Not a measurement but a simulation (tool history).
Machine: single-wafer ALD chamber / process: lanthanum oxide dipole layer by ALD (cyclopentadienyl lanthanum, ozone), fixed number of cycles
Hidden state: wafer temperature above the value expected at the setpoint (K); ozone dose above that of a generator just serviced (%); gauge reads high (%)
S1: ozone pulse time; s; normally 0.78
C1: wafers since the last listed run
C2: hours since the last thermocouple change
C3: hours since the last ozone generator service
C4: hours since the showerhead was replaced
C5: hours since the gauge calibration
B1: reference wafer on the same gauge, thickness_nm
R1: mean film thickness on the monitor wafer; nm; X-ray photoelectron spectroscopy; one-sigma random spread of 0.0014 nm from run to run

run	hour	S1	C1	C2	C3	C4	C5	B1	R1
1	0	0.87	0	1149.4	6.5	2064.3	577	0.476	0.445
2	60.5	0.87	825	1209.9	67	2124.8	637.5	0.476	0.442
3	144.7	0.78	1149	1294.1	151.2	2209	721.7	0.475	0.41
4	236	0.78	1246	1385.4	242.5	2300.3	813	0.476	0.407
5	294.3	0.78	795	1443.7	300.8	2358.6	871.3	0.477	0.408
6	380.5	0.78	1176	1529.9	387	2444.8	957.5	0.476	0.409
7	449.7	0.78	944	1599.1	456.2	2514	1026.7	0.476	0.405
8	539	0.78	1218	1688.4	545.5	2603.3	1116	0.475	0.404
9	639.6	0.78	1372	1789	646.1	2703.9	1216.6	0.476	0.404
10	678.4	1.04	529	1827.8	684.9	2742.7	1255.4	0.476	0.473
11	717.1	0.55	528	1866.5	723.6	2781.4	1294.1	0.476	0.276
12	818.9	0.78	1389	1968.3	825.4	2883.2	1395.9	0.475	0.404
# hour 834.5: showerhead replaced
13	888.3	0.95	837	2037.7	894.8	53.8	1465.3	0.476	0.457
# hour 952.9: gauge calibrated
# hour 992.7: ozone generator serviced
14	993.2	0.63	1322	2142.6	0.5	158.7	40.3	0.477	0.343
# hour 1048.2: thermocouple changed; heater temperature recalibrated
15	1082.2	0.97	1105	34	89.5	247.7	129.3	0.476	0.468
16	1137.7	0.92	757	89.5	145	303.2	184.8	0.476	0.453
17	1175.4	0.78	514	127.2	182.7	340.9	222.5	0.476	0.41
18	1255.1	0.93	1087	206.9	262.4	420.6	302.2	0.476	0.455
19	1349.7	1.06	1291	301.5	357	515.2	396.8	0.476	0.478

Hidden condition of the tool, last listed run before each entry between runs versus first listed run after:
After run 12, before run 13: showerhead replaced (hour 834.5)
  ozone dose above that of a generator just serviced (%): -4.53 -> -4.6
  difference, measured minus the result without the unlogged condition, R1: -0.014 -> -0.011 nm
After run 13, before run 14: gauge calibrated (hour 952.9); ozone generator serviced (hour 992.7)
  ozone dose above that of a generator just serviced (%): -4.6 -> -0.507
  difference, measured minus the result without the unlogged condition, R1: -0.011 -> -0.002 nm
After run 14, before run 15: thermocouple changed; heater temperature recalibrated (hour 1048.2)
  ozone dose above that of a generator just serviced (%): -0.507 -> -1.51
  difference, measured minus the result without the unlogged condition, R1: -0.002 -> -0.004 nm

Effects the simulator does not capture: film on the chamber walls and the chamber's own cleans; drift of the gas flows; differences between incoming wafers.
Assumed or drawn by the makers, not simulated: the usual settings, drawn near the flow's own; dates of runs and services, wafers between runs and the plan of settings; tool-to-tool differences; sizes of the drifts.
